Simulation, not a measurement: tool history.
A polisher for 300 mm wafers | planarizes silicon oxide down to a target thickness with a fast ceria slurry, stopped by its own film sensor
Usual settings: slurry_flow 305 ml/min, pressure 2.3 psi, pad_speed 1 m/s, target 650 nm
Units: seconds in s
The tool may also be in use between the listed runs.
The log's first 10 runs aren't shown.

| run | day | slurry_flow | pressure | pad_speed | target | wafers since the last listed run | wafers polished on this pad | hours since the slurry nozzle was cleaned | hours since the head pressure was calibrated | incoming thickness of the incoming film, nm | seconds |
|---|---|---|---|---|---|---|---|---|---|---|---|
| 11 | 39.325 | 305 | 2.3 | 1 | 650 | 1116 | 2433 | 731.4 | 875.7 | 1361.1 | 68.6 |
|  | 41.075 | slurry nozzle cleaned |
| 12 | 42.783 | 305 | 2.3 | 1 | 650 | 930 | 3363 | 41 | 958.7 | 1366.5 | 71.3 |
|  | 43.4 | head pressure recalibrated |
| 13 | 45.621 | 305 | 1.8 | 0.82 | 650 | 749 | 4113 | 109.1 | 53.3 | 1386.5 | 105 |
| 14 | 48.358 | 305 | 2.3 | 1 | 650 | 745 | 4858 | 174.8 | 119 | 1401.7 | 76.2 |
|  | 50.571 | worn pad replaced by a new one |
| 15 | 50.592 | 305 | 2.3 | 1 | 650 | 562 | 5 | 228.4 | 172.6 | 1390.2 | 67.2 |
| 16 | 52.121 | 305 | 2.3 | 1 | 650 | 416 | 421 | 265.1 | 209.3 | 1397.3 | 68.6 |
| 17 | 56.158 | 305 | 2.3 | 1 | 650 | 1099 | 1520 | 362 | 306.2 | 1394.7 | 71.8 |
| 18 | 60.388 | 305 | 2.3 | 1 | 407 | 1151 | 2672 | 463.5 | 407.7 | 1387.7 | 97.8 |
| 19 | 62.554 | 305 | 2.8 | 1 | 650 | 589 | 3262 | 515.5 | 459.7 | 1397.6 | 67.6 |
| 20 | 64.658 | 305 | 2 | 1.28 | 650 | 572 | 3835 | 566 | 510.2 | 1371.9 | 61.5 |
| 21 | 68 | 305 | 2.3 | 1 | 650 | 909 | 4744 | 646.2 | 590.4 | 1369.6 | 71.1 |
| 22 | 71.146 | 335 | 1.7 | 1 | 650 | 856 | 5601 | 721.7 | 665.9 | 1382.2 | 88.8 |
|  | 72.325 | slurry nozzle cleaned |
| 23 | 73.321 | 345 | 1.7 | 1.22 | 650 | 580 | 6182 | 23.9 | 718.1 | 1365.4 | 72.3 |
|  | 74.875 | worn pad replaced by a new one |
| 24 | 75.342 | 305 | 2.6 | 1.1 | 650 | 504 | 127 | 72.4 | 766.6 | 1375.1 | 54.6 |
| 25 | 77.162 | 245 | 3 | 1.22 | 852 | 495 | 623 | 116.1 | 810.3 | 1388.2 | 34.4 |
|  | 79.658 | head pressure recalibrated |
| 26 | 79.679 | 225 | 2.6 | 1.14 | 650 | 662 | 1285 | 176.5 | 0.5 | 1360.7 | 55.6 |
| 27 | 82.225 | 305 | 2.3 | 1 | 650 | 693 | 1978 | 237.6 | 61.6 | 1360.5 | 68.9 |
| 28 | 84.308 | 305 | 2.3 | 1 | 650 | 567 | 2546 | 287.6 | 111.6 | 1362.5 | 70.3 |
| 29 | 86.075 | 405 | 2.3 | 1 | 650 | 480 | 3027 | 330 | 154 | 1379.8 | 70.9 |
| 30 | 90.012 | 305 | 2.3 | 1 | 650 | 1072 | 4099 | 424.5 | 248.5 | 1369 | 71.4 |
| 31 | 98.842 | 305 | 1.8 | 0.82 | 650 | 2403 | 6502 | 636.4 | 460.4 | 1355.5 | 100.5 |
|  | 99.529 | worn pad replaced by a new one |
| 32 | 100.854 | 305 | 2.3 | 1.12 | 826 | 502 | 361 | 684.7 | 508.7 | 1358.4 | 44.9 |
|  | 108.917 | slurry nozzle cleaned |
| 33 | 113.125 | 305 | 2.3 | 0.74 | 650 | 3329 | 3690 | 101 | 803.2 | 1386.2 | 104.1 |
| 34 | 117.008 | 305 | 2.3 | 1 | 650 | 1057 | 4748 | 194.2 | 896.4 | 1374.4 | 74.7 |

Forecast each of these 4 alternatives for the next run:
| A | 117.025 | 350 | 2.3 | 1 | 650 | 4 | 4752 | 194.6 | 896.8 | 1380 | ? |
| B | 117.025 | 375 | 2.3 | 1 | 457 | 4 | 4752 | 194.6 | 896.8 | 1380 | ? |
| C | 117.025 | 360 | 2.7 | 1 | 432 | 4 | 4752 | 194.6 | 896.8 | 1380 | ? |
| D | 117.025 | 305 | 1.6 | 0.86 | 650 | 4 | 4752 | 194.6 | 896.8 | 1380 | ? |

| run | seconds |
|---|---|
| A | 75.7 |
| B | 95.4 |
| C | 88.7 |
| D | 109 |
Without the tool's hidden state the same runs would have given:
| run | seconds |
|---|---|
| A | 64.6 |
| B | 81.4 |
| C | 75.7 |
| D | 93 |
